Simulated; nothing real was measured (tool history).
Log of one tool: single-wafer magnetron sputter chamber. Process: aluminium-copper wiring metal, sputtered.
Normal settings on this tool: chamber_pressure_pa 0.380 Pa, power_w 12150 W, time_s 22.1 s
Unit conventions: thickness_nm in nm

run,day,chamber_pressure_pa,power_w,time_s,wafers since the last listed run,wafers on the sputter target,hours since the last manometer calibration,hours since the magnet pack was replaced,hours since the gauge calibration,"read-back reference wafer on the same gauge, thickness_nm",thickness_nm
1,0.000,0.380,12150,22.1,0,6877,1993.8,7701.9,447.4,403.229,399.840
2,1.471,0.380,12150,22.1,795,7673,2029.1,7737.2,482.7,402.828,398.425
3,2.550,0.380,12150,22.1,583,8257,2055.0,7763.1,508.6,402.625,396.130
# day 3.558: sputter target and shields replaced
4,4.950,0.380,12150,22.1,1118,752,2112.6,7820.7,566.2,403.404,410.601
5,6.129,0.380,12150,23.3,638,1390,2140.9,7849.0,594.5,403.267,430.686
6,8.596,0.380,12150,22.1,1334,2725,2200.1,7908.2,653.7,403.052,407.867
7,9.979,0.380,12150,22.1,748,3473,2233.3,7941.4,686.9,402.766,406.464
8,11.400,0.380,12150,22.1,768,4242,2267.4,7975.5,721.0,403.122,407.340
# day 12.008: gauge calibrated
9,12.588,0.380,14550,22.1,642,4885,2295.9,8004.0,13.9,403.118,477.201
10,13.367,0.380,12150,24.9,421,5307,2314.6,8022.7,32.6,403.330,452.510
11,14.146,0.380,12150,24.9,421,5728,2333.3,8041.4,51.3,402.491,453.257
12,14.954,0.380,12150,24.9,437,6166,2352.7,8060.8,70.7,402.959,454.018
# day 15.442: capacitance manometer re-zeroed and calibrated
13,16.333,0.380,12150,22.1,565,6732,21.4,8093.9,103.8,403.118,396.703
# day 17.158: sputter target and shields replaced
14,17.783,0.380,14950,22.1,604,338,56.2,8128.7,138.6,403.089,497.449
# day 19.396: magnet pack replaced
15,19.417,0.380,12150,22.1,703,1041,95.4,0.5,177.8,402.678,408.403
16,19.921,0.380,14800,26.5,272,1314,107.5,12.6,189.9,402.792,589.494
17,20.733,0.380,12150,22.1,439,1754,127.0,32.1,209.4,403.056,408.878
18,21.629,0.380,11150,22.1,484,2238,148.5,53.6,230.9,403.295,376.152
19,22.296,0.380,14850,19.5,360,2599,164.5,69.6,246.9,403.077,431.855
20,23.204,0.262,10000,23.8,491,3091,186.3,91.4,268.7,402.791,391.526
21,24.225,0.446,9200,26.5,552,3643,210.8,115.9,293.2,402.626,363.009
22,25.704,0.380,12150,22.1,800,4444,246.3,151.4,328.7,402.754,403.098
23,26.533,0.380,10100,22.1,448,4892,266.2,171.3,348.6,403.447,341.474
24,27.488,0.380,12150,23.3,516,5409,289.1,194.2,371.5,402.825,425.888
25,28.292,0.380,15150,20.3,435,5844,308.4,213.5,390.8,403.501,449.858
26,29.667,0.380,12150,23.3,744,6588,341.4,246.5,423.8,402.853,419.646

Below are 3 alternative next runs, each starting from the tool's condition after run 26. Predict each:
A,29.683,0.380,14050,22.1,9,6597,341.8,246.9,424.2,?,?
B,29.683,0.320,13850,18.1,9,6597,341.8,246.9,424.2,?,?
C,29.683,0.245,10150,19.5,9,6597,341.8,246.9,424.2,?,?

run,"read-back reference wafer on the same gauge, thickness_nm",thickness_nm
A,402.689,458.117
B,402.689,382.920
C,402.689,324.039
What these runs would have given with no unlogged condition in the tool:
run,thickness_nm
A,473.134
B,395.472
C,334.662
